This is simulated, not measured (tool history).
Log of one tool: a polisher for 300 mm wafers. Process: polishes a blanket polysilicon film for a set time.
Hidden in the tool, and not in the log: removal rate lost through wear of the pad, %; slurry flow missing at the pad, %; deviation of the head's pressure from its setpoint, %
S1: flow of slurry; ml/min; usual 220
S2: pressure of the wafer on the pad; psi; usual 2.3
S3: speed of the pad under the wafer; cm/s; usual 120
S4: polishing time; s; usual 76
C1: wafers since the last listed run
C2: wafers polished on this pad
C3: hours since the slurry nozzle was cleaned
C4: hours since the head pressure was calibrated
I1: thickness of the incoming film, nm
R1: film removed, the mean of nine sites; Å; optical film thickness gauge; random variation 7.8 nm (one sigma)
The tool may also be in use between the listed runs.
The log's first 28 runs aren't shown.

{"run": 29, "day": 15.492, "S1": 270, "S2": 2.3, "S3": 84, "S4": 76, "C1": 131, "C2": 323, "C3": 162.9, "C4": 137.3, "I1": 2392.8, "R1": 4139}
{"run": 30, "day": 16.1, "S1": 255, "S2": 2.3, "S3": 82, "S4": 76, "C1": 112, "C2": 436, "C3": 177.5, "C4": 151.9, "I1": 2385.1, "R1": 3973}
{"run": 31, "day": 16.95, "S1": 220, "S2": 1.9, "S3": 120, "S4": 61, "C1": 157, "C2": 594, "C3": 197.9, "C4": 172.3, "I1": 2372.4, "R1": 3344}
{"run": 32, "day": 17.679, "S1": 220, "S2": 1.9, "S3": 108, "S4": 76, "C1": 135, "C2": 729, "C3": 215.4, "C4": 189.8, "I1": 2374.1, "R1": 3808}
{"run": 33, "day": 18.058, "S1": 220, "S2": 2.3, "S3": 132, "S4": 57, "C1": 70, "C2": 799, "C3": 224.5, "C4": 198.9, "I1": 2336.6, "R1": 3733}
{"run": 34, "day": 18.658, "S1": 220, "S2": 2.3, "S3": 100, "S4": 59, "C1": 111, "C2": 910, "C3": 238.9, "C4": 213.3, "I1": 2382.7, "R1": 3070}
{"day": 19.167, "done": "worn pad replaced by a new one"}
{"run": 35, "day": 19.362, "S1": 250, "S2": 1.8, "S3": 120, "S4": 76, "C1": 99, "C2": 36, "C3": 255.8, "C4": 230.2, "I1": 2353.0, "R1": 4207}
{"run": 36, "day": 19.842, "S1": 220, "S2": 2.3, "S3": 120, "S4": 76, "C1": 88, "C2": 124, "C3": 267.3, "C4": 241.7, "I1": 2380.6, "R1": 5167}
{"run": 37, "day": 20.262, "S1": 220, "S2": 2.3, "S3": 120, "S4": 76, "C1": 77, "C2": 202, "C3": 277.4, "C4": 251.8, "I1": 2391.6, "R1": 5378}
{"run": 38, "day": 20.738, "S1": 200, "S2": 2.3, "S3": 120, "S4": 97, "C1": 87, "C2": 290, "C3": 288.8, "C4": 263.2, "I1": 2374.9, "R1": 6402}

Forecast each of these 3 alternatives for the next run:
{"run": "A", "day": 20.754, "S1": 220, "S2": 2.3, "S3": 120, "S4": 76, "C1": 3, "C2": 293, "C3": 289.2, "C4": 263.6, "I1": 2366.1, "R1": "?"}
{"run": "B", "day": 20.754, "S1": 220, "S2": 1.9, "S3": 160, "S4": 58, "C1": 3, "C2": 293, "C3": 289.2, "C4": 263.6, "I1": 2366.1, "R1": "?"}
{"run": "C", "day": 20.754, "S1": 220, "S2": 1.9, "S3": 108, "S4": 61, "C1": 3, "C2": 293, "C3": 289.2, "C4": 263.6, "I1": 2366.1, "R1": "?"}

run=A R1=5200
run=B R1=4149
run=C R1=3266
Without the tool's hidden state the same runs would have given:
run=A R1=5294
run=B R1=4224
run=C R1=3325

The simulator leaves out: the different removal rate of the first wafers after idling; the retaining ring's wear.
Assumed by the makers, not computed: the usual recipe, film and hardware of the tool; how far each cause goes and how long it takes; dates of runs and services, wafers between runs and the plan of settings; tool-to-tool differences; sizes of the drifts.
